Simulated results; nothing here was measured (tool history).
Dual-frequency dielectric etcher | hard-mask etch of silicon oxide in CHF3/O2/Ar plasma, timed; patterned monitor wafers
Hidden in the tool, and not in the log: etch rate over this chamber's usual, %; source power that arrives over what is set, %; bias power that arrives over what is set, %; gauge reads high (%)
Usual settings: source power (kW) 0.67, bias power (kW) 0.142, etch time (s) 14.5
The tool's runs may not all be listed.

| run | hour | source power (kW) | bias power (kW) | etch time (s) | wafers since the last listed run | hours since the last wet clean | hours since the last source power generator calibration | hours since the last bias power generator calibration | hours since the last upper electrode change | hours since the gauge calibration | read-back reference wafer on the same gauge, depth_nm | mean etch depth across the wafer (Å) |
|---|---|---|---|---|---|---|---|---|---|---|---|---|
| 1 | 0 | 0.67 | 0.142 | 14.5 | 0 | 62.7 | 1184.5 | 3293.5 | 3876.9 | 735.6 | 26.79 | 272.6 |
| 2 | 66.6 | 0.67 | 0.142 | 14.5 | 1002 | 129.3 | 1251.1 | 3360.1 | 3943.5 | 802.2 | 26.8 | 274.1 |
| 3 | 155.8 | 0.67 | 0.142 | 14.5 | 1342 | 218.5 | 1340.3 | 3449.3 | 4032.7 | 891.4 | 26.8 | 275.6 |
| 4 | 219.2 | 0.67 | 0.142 | 14.5 | 953 | 281.9 | 1403.7 | 3512.7 | 4096.1 | 954.8 | 26.79 | 278 |
|  | 324.3 | wet clean of the chamber |
|  | 450 | upper electrode replaced |
| 5 | 497.1 | 0.67 | 0.142 | 14.5 | 3459 | 172.8 | 1681.6 | 3790.6 | 47.1 | 1232.7 | 26.8 | 276.7 |
|  | 531.9 | gauge calibrated |
| 6 | 590.7 | 0.67 | 0.142 | 14.5 | 1408 | 266.4 | 1775.2 | 3884.2 | 140.7 | 58.8 | 26.81 | 277.2 |
|  | 618.6 | bias power generator calibrated |
|  | 678.3 | wet clean of the chamber |
| 7 | 678.8 | 0.6 | 0.142 | 14.5 | 904 | 0.5 | 1863.3 | 60.2 | 228.8 | 146.9 | 26.79 | 259.6 |
| 8 | 759.7 | 0.6 | 0.142 | 14.5 | 1217 | 81.4 | 1944.2 | 141.1 | 309.7 | 227.8 | 26.8 | 261.1 |
| 9 | 799.6 | 0.78 | 0.111 | 12 | 600 | 121.3 | 1984.1 | 181 | 349.6 | 267.7 | 26.82 | 222.7 |
| 10 | 874.4 | 0.55 | 0.142 | 14.5 | 1125 | 196.1 | 2058.9 | 255.8 | 424.4 | 342.5 | 26.81 | 253.4 |

Expected results for the next run?
|  | 941.7 | source power generator calibrated |
| 11 | 942.2 | 0.61 | 0.177 | 11 | 959 | 263.9 | 0.5 | 323.6 | 492.2 | 410.3 | ? | ? |

read-back reference wafer on the same gauge, depth_nm: 26.79
mean etch depth across the wafer (Å): 216.8
With the hidden condition absent and the run-to-run variation left alone, this run would have shown mean etch depth across the wafer (Å) 212.9.
